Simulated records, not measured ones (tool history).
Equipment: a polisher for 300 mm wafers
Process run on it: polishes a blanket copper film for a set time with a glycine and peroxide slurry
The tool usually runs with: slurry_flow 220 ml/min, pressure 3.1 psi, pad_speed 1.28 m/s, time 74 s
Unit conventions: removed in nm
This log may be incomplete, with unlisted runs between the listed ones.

run    hour  slurry_flow  pressure  pad_speed  time  wafers since the last listed run  wafers polished on this pad  hours since the slurry nozzle was cleaned  hours since the head pressure was calibrated  incoming thickness of the incoming film, nm  removed
  1     0.0          220       2.5       1.28    88                                 0                         1125                                      197.0                                         509.0                                       2248.8    536.0
  2    45.8          220       3.1       1.28    74                               324                         1449                                      242.8                                         554.8                                       2281.8    521.0
      101.5  -- worn pad replaced by a new one
  3   105.4          220       3.1       1.28    74                               393                           27                                      302.4                                         614.4                                       2279.0    565.3
  4   164.3          220       3.1       1.28    74                               416                          444                                      361.3                                         673.3                                       2263.1    552.9
  5   226.1          220       3.1       1.28    74                               437                          881                                      423.1                                         735.1                                       2278.3    544.7
  6   291.7          220       3.1       1.28    74                               464                         1345                                      488.7                                         800.7                                       2275.7    534.8
  7   361.0          220       3.1       1.28    74                               490                         1836                                      558.0                                         870.0                                       2302.2    520.9
      412.2  -- worn pad replaced by a new one
  8   412.7          220       3.1       1.28    74                               337                            3                                      609.7                                         921.7                                       2299.2    560.1
  9   468.9          220       3.1       1.28    74                               397                          401                                      665.9                                         977.9                                       2249.5    549.8
      481.2  -- slurry nozzle cleaned
      506.9  -- head pressure recalibrated
 10   553.9          220       3.1       1.28    74                               580                          981                                       72.7                                          47.0                                       2277.3    540.7
 11   656.0          220       3.1       1.28    74                               722                         1703                                      174.8                                         149.1                                       2305.4    513.2
 12   696.7          220       2.7       1.28    74                               287                         1991                                      215.5                                         189.8                                       2328.8    458.1
      724.1  -- worn pad replaced by a new one, of another model than before
 13   762.2          295       4.1       1.28    74                               435                          269                                      281.0                                         255.3                                       2292.6    661.9
 14   805.4          175       3.1       1.56    74                               305                          575                                      324.2                                         298.5                                       2283.4    649.4
 15   864.2          220       3.1       1.28    74                               416                          991                                      383.0                                         357.3                                       2262.1    536.0
 16   917.3          150       3.1       1.28    83                               375                         1367                                      436.1                                         410.4                                       2288.0    563.0
      968.3  -- worn pad replaced by a new one
 17   968.8          220       2.6       1.10    74                               336                            3                                      487.6                                         461.9                                       2269.6    445.1
 18  1069.3          200       2.7       0.90    66                               711                          714                                      588.1                                         562.4                                       2252.5    326.0
 19  1109.1          145       3.1       1.40    57                               281                          996                                      627.9                                         602.2                                       2282.6    428.1
 20  1168.5          220       2.6       1.28    74                               420                         1416                                      687.3                                         661.6                                       2295.7    498.3
 21  1240.8          195       3.4       1.16    95                               511                         1928                                      759.6                                         733.9                                       2280.9    635.8
     1244.8  -- slurry nozzle cleaned
     1284.7  -- worn pad replaced by a new one
 22  1332.4          175       3.1       1.44    74                               612                          337                                       87.6                                         825.5                                       2254.2    597.5
 23  1430.6          220       3.1       1.28    74                               694                         1032                                      185.8                                         923.7                                       2301.4    542.4

Below are 5 alternative next runs, each starting from the tool's condition after run 23. Predict each:
  A  1431.0          220       3.1       1.28    74                                 2                         1034                                      186.2                                         924.1                                       2266.8        ?
  B  1431.0          220       3.1       1.00    60                                 2                         1034                                      186.2                                         924.1                                       2266.8        ?
  C  1431.0          285       3.1       1.14    59                                 2                         1034                                      186.2                                         924.1                                       2266.8        ?
  D  1431.0          250       2.3       1.10    54                                 2                         1034                                      186.2                                         924.1                                       2266.8        ?
  E  1431.0          260       3.1       1.28    74                                 2                         1034                                      186.2                                         924.1                                       2266.8        ?

run  removed
  A    539.8
  B    344.8
  C    395.4
  D    304.4
  E    549.9
Stripped of hidden state, with their random variation kept, the same runs would have yielded:
run  removed
  A    562.3
  B    359.2
  C    411.9
  D    317.1
  E    572.7
